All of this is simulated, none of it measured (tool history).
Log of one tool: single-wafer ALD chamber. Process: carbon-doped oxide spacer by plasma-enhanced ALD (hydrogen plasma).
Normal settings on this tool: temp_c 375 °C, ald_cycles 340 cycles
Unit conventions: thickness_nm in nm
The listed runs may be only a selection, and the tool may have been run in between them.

run,hour,temp_c,ald_cycles,"read-back reference wafer on the same gauge, thickness_nm",thickness_nm
1,0.0,375,340,16.790,15.613
2,17.7,375,340,16.792,15.722
3,25.6,375,340,16.795,15.622
4,36.3,375,340,16.805,15.708
5,52.5,375,340,16.803,15.693
6,59.0,375,367,16.806,16.923
7,71.3,375,367,16.809,16.899
8,89.8,375,340,16.804,15.698
9,102.2,375,340,16.799,15.688
10,116.5,375,340,16.808,15.688
11,124.0,375,272,16.794,12.552
12,138.8,369,340,16.789,15.656
# hour 152.4: gauge calibrated
# hour 156.0: thermocouple changed; heater temperature recalibrated
13,163.7,388,340,16.801,15.610
14,177.6,375,293,16.802,13.531
15,192.8,375,340,16.794,15.693
16,203.9,379,310,16.802,14.236
17,213.7,385,367,16.801,16.927

Forecast run 18:
18,229.1,387,375,?,?

{"run 18": {"read-back reference wafer on the same gauge, thickness_nm": 16.794, "thickness_nm": 17.349}}
Minus the tool's unlogged condition, the same run would have read thickness_nm 17.349 nm.
